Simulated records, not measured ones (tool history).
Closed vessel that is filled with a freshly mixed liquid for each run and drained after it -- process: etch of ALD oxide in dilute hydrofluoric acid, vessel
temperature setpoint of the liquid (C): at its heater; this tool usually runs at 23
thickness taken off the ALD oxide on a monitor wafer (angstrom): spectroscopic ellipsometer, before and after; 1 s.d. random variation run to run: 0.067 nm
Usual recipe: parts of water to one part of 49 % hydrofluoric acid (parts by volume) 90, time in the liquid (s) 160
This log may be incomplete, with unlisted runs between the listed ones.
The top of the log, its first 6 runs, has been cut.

run	day	temperature setpoint of the liquid (C)	parts of water to one part of 49 % hydrofluoric acid (parts by volume)	time in the liquid (s)	read-back film thickness of the ALD oxide reference wafer, read on the same gauge (nm)	thickness taken off the ALD oxide on a monitor wafer (angstrom)
7	26.083	23	90	160	139.99	218.1
8	27.988	23	90	160	140	219
# day 30.338: thermometer replaced
9	30.562	23	90	160	140	218.2
10	33.117	23	90	160	140.02	218.2
11	34.779	23	90	160	140	218
# day 39.775: gauge calibrated
12	42.621	18.5	80	195	140	252.4
13	45.029	21.5	90	160	140.02	205.4
14	46.546	23	90	160	139.99	219.8
15	50.6	26	115	230	140.01	269.5
16	53.238	23	90	115	139.99	157.2
17	57.075	23	90	160	140.01	219.3
18	60.938	18.5	65	110	139.98	179.5
19	64.533	23	90	160	140	218.8
20	67.362	23	100	240	140	292.8

What will run 21 give?
21	70.083	18	90	160	?	?

read-back film thickness of the ALD oxide reference wafer, read on the same gauge (nm): 140.01
thickness taken off the ALD oxide on a monitor wafer (angstrom): 177.9
If the tool had no hidden condition, the same run with the same run-to-run variation would have returned thickness taken off the ALD oxide on a monitor wafer (angstrom) 177.9.
